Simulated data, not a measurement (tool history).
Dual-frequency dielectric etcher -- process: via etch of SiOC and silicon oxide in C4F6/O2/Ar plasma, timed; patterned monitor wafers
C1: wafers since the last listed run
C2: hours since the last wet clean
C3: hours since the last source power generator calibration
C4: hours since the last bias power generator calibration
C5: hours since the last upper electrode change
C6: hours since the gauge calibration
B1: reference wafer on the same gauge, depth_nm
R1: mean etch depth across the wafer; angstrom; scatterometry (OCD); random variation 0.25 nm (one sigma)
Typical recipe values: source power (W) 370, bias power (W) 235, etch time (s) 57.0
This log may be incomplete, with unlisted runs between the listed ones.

run 1 day=0.000 | source_power_(W)=370 bias_power_(W)=235 etch_time_(s)=57.0 | C1=0 C2=335.2 C3=5020.4 C4=3290.1 C5=2608.9 C6=282.3 | B1=70.6 | R1=660
run 2 day=0.925 | source_power_(W)=370 bias_power_(W)=235 etch_time_(s)=57.0 | C1=420 C2=357.4 C3=5042.6 C4=3312.3 C5=2631.1 C6=304.5 | B1=70.6 | R1=665
-- day=2.138 wet clean of the chamber
run 3 day=2.158 | source_power_(W)=370 bias_power_(W)=235 etch_time_(s)=57.0 | C1=106 C2=0.5 C3=5072.2 C4=3341.9 C5=2660.7 C6=334.1 | B1=70.5 | R1=665
run 4 day=2.975 | source_power_(W)=340 bias_power_(W)=235 etch_time_(s)=57.0 | C1=371 C2=20.1 C3=5091.8 C4=3361.5 C5=2680.3 C6=353.7 | B1=70.6 | R1=632
run 5 day=4.262 | source_power_(W)=340 bias_power_(W)=235 etch_time_(s)=57.0 | C1=584 C2=51.0 C3=5122.7 C4=3392.4 C5=2711.2 C6=384.6 | B1=70.6 | R1=632
run 6 day=5.196 | source_power_(W)=370 bias_power_(W)=235 etch_time_(s)=57.0 | C1=424 C2=73.4 C3=5145.1 C4=3414.8 C5=2733.6 C6=407.0 | B1=70.7 | R1=662
run 7 day=6.450 | source_power_(W)=370 bias_power_(W)=235 etch_time_(s)=57.0 | C1=569 C2=103.5 C3=5175.2 C4=3444.9 C5=2763.7 C6=437.1 | B1=70.6 | R1=668
run 8 day=7.404 | source_power_(W)=370 bias_power_(W)=207 etch_time_(s)=57.0 | C1=433 C2=126.4 C3=5198.1 C4=3467.8 C5=2786.6 C6=460.0 | B1=70.5 | R1=641
run 9 day=8.825 | source_power_(W)=370 bias_power_(W)=207 etch_time_(s)=57.0 | C1=645 C2=160.5 C3=5232.2 C4=3501.9 C5=2820.7 C6=494.1 | B1=70.7 | R1=640
-- day=9.983 upper electrode replaced
run 10 day=10.158 | source_power_(W)=370 bias_power_(W)=207 etch_time_(s)=57.0 | C1=151 C2=192.5 C3=5264.2 C4=3533.9 C5=4.2 C6=526.1 | B1=70.6 | R1=640
run 11 day=11.600 | source_power_(W)=320 bias_power_(W)=235 etch_time_(s)=53.0 | C1=655 C2=227.1 C3=5298.8 C4=3568.5 C5=38.8 C6=560.7 | B1=70.6 | R1=560
run 12 day=12.667 | source_power_(W)=320 bias_power_(W)=235 etch_time_(s)=53.0 | C1=484 C2=252.7 C3=5324.4 C4=3594.1 C5=64.4 C6=586.3 | B1=70.6 | R1=565
-- day=12.854 bias power generator calibrated
run 13 day=13.725 | source_power_(W)=350 bias_power_(W)=235 etch_time_(s)=57.0 | C1=405 C2=278.1 C3=5349.8 C4=20.9 C5=89.8 C6=611.7 | B1=70.6 | R1=640
run 14 day=15.162 | source_power_(W)=370 bias_power_(W)=235 etch_time_(s)=57.0 | C1=653 C2=312.6 C3=5384.3 C4=55.4 C5=124.3 C6=646.2 | B1=70.7 | R1=667
run 15 day=15.750 | source_power_(W)=320 bias_power_(W)=184 etch_time_(s)=57.0 | C1=266 C2=326.7 C3=5398.4 C4=69.5 C5=138.4 C6=660.3 | B1=70.6 | R1=562
-- day=17.488 gauge calibrated
-- day=17.746 wet clean of the chamber
run 16 day=18.608 | source_power_(W)=290 bias_power_(W)=200 etch_time_(s)=50.5 | C1=844 C2=20.7 C3=5467.0 C4=138.1 C5=207.0 C6=26.9 | B1=70.7 | R1=476
run 17 day=19.829 | source_power_(W)=370 bias_power_(W)=235 etch_time_(s)=57.0 | C1=554 C2=50.0 C3=5496.3 C4=167.4 C5=236.3 C6=56.2 | B1=70.6 | R1=661
-- day=20.021 source power generator calibrated
run 18 day=20.350 | source_power_(W)=430 bias_power_(W)=266 etch_time_(s)=48.0 | C1=160 C2=62.5 C3=7.9 C4=179.9 C5=248.8 C6=68.7 | B1=70.5 | R1=631
run 19 day=21.112 | source_power_(W)=430 bias_power_(W)=197 etch_time_(s)=70.0 | C1=346 C2=80.8 C3=26.2 C4=198.2 C5=267.1 C6=87.0 | B1=70.6 | R1=843
run 20 day=21.771 | source_power_(W)=370 bias_power_(W)=200 etch_time_(s)=68.5 | C1=299 C2=96.6 C3=42.0 C4=214.0 C5=282.9 C6=102.8 | B1=70.5 | R1=760
run 21 day=22.912 | source_power_(W)=340 bias_power_(W)=194 etch_time_(s)=62.0 | C1=518 C2=124.0 C3=69.4 C4=241.4 C5=310.3 C6=130.2 | B1=70.6 | R1=644
run 22 day=24.246 | source_power_(W)=430 bias_power_(W)=180 etch_time_(s)=62.0 | C1=605 C2=156.0 C3=101.4 C4=273.4 C5=342.3 C6=162.2 | B1=70.6 | R1=731
run 23 day=25.558 | source_power_(W)=310 bias_power_(W)=186 etch_time_(s)=42.5 | C1=596 C2=187.5 C3=132.9 C4=304.9 C5=373.8 C6=193.7 | B1=70.6 | R1=407
run 24 day=28.312 | source_power_(W)=370 bias_power_(W)=235 etch_time_(s)=57.0 | C1=1251 C2=253.6 C3=199.0 C4=371.0 C5=439.9 C6=259.8 | B1=70.6 | R1=663
run 25 day=28.962 | source_power_(W)=280 bias_power_(W)=235 etch_time_(s)=69.5 | C1=295 C2=269.2 C3=214.6 C4=386.6 C5=455.5 C6=275.4 | B1=70.6 | R1=672
run 26 day=29.517 | source_power_(W)=280 bias_power_(W)=219 etch_time_(s)=45.0 | C1=251 C2=282.5 C3=227.9 C4=399.9 C5=468.8 C6=288.7 | B1=70.7 | R1=424
run 27 day=30.562 | source_power_(W)=460 bias_power_(W)=291 etch_time_(s)=57.0 | C1=475 C2=307.6 C3=253.0 C4=425.0 C5=493.9 C6=313.8 | B1=70.6 | R1=806
-- day=31.779 wet clean of the chamber
run 28 day=31.800 | source_power_(W)=370 bias_power_(W)=235 etch_time_(s)=57.0 | C1=107 C2=0.5 C3=282.7 C4=454.7 C5=523.6 C6=343.5 | B1=70.6 | R1=670

Below are 4 alternative next runs, each starting from the tool's condition after run 28. Predict each:
run A day=31.817 | source_power_(W)=370 bias_power_(W)=235 etch_time_(s)=48.5 | C1=7 C2=0.9 C3=283.1 C4=455.1 C5=524.0 C6=343.9 | B1=? | R1=?
run B day=31.817 | source_power_(W)=370 bias_power_(W)=187 etch_time_(s)=57.0 | C1=7 C2=0.9 C3=283.1 C4=455.1 C5=524.0 C6=343.9 | B1=? | R1=?
run C day=31.817 | source_power_(W)=300 bias_power_(W)=235 etch_time_(s)=57.0 | C1=7 C2=0.9 C3=283.1 C4=455.1 C5=524.0 C6=343.9 | B1=? | R1=?
run D day=31.817 | source_power_(W)=390 bias_power_(W)=209 etch_time_(s)=57.0 | C1=7 C2=0.9 C3=283.1 C4=455.1 C5=524.0 C6=343.9 | B1=? | R1=?

run=A B1=70.6 R1=564
run=B B1=70.6 R1=617
run=C B1=70.6 R1=578
run=D B1=70.6 R1=659
Stripped of hidden state, with their random variation kept, the same runs would have yielded:
run=A R1=564
run=B R1=617
run=C R1=578
run=D R1=659
